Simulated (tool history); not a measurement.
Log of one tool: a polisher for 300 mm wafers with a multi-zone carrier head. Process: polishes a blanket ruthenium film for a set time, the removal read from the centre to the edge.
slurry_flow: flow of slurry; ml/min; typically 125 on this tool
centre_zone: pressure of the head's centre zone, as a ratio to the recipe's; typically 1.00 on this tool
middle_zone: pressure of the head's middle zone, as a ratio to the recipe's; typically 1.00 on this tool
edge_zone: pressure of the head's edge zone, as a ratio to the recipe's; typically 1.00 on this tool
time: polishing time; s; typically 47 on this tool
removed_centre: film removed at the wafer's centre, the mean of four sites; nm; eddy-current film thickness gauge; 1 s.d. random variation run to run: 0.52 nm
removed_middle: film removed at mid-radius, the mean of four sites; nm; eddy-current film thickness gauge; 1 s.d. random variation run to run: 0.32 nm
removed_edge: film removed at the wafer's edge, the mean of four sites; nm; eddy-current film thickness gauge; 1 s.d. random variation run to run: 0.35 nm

run	hour	slurry_flow	centre_zone	middle_zone	edge_zone	time	incoming thickness of the incoming film, nm	removed_centre	removed_middle	removed_edge
1	0.0	125	1.00	1.00	1.00	47	477.1	38.0	38.5	39.3
2	34.2	125	1.00	1.00	1.00	42	476.4	33.2	35.3	35.7
3	73.0	125	1.00	1.00	1.00	42	479.0	32.4	34.9	35.4
4	134.2	125	1.00	1.00	1.00	47	478.0	36.3	39.8	39.4
5	181.7	125	1.00	1.00	1.00	47	479.3	34.3	38.5	40.1
# hour 196.0: worn pad replaced by a new one
# hour 203.6: edge zone pressure recalibrated
6	225.4	125	1.00	0.94	1.00	35	480.6	25.5	28.1	29.7
# hour 229.9: centre zone pressure recalibrated
7	262.1	125	1.00	1.00	1.00	57	484.7	46.7	46.7	48.2
# hour 321.1: carrier head's membrane replaced by a new one
8	331.4	105	0.92	1.00	1.00	47	475.6	33.8	38.6	38.4
9	369.6	165	1.00	1.00	1.05	47	482.5	39.1	40.8	42.4
10	440.6	125	1.00	1.11	1.00	42	478.3	32.9	38.4	35.7
11	472.5	100	1.00	1.00	0.95	40	477.9	29.8	32.3	32.4
# hour 479.4: slurry nozzle cleaned
12	507.7	95	1.00	1.00	1.00	47	485.8	34.0	38.0	38.1
# hour 539.2: worn pad replaced by a new one
13	559.2	125	0.90	1.00	1.00	51	471.7	34.3	42.0	43.8
# hour 564.7: centre zone pressure recalibrated
# hour 585.4: edge zone pressure recalibrated
14	630.5	165	1.00	1.00	1.05	47	475.4	39.7	40.5	42.1
15	662.0	125	1.00	1.00	1.00	47	489.2	38.2	39.2	39.5
16	731.5	125	1.00	1.00	1.00	47	476.4	38.0	39.1	40.2
17	785.8	125	1.00	1.00	1.00	47	486.5	38.2	39.9	39.9

Run 18, settings as shown, results not yet in. Your forecast:
18	844.6	160	1.04	1.00	1.00	47	478.9	?	?	?

removed_centre: 39.2 nm
removed_middle: 40.3 nm
removed_edge: 39.7 nm
The same run, on a tool lacking any hidden state, would have yielded removed_centre 41.9 nm, removed_middle 40.3 nm, removed_edge 39.7 nm.

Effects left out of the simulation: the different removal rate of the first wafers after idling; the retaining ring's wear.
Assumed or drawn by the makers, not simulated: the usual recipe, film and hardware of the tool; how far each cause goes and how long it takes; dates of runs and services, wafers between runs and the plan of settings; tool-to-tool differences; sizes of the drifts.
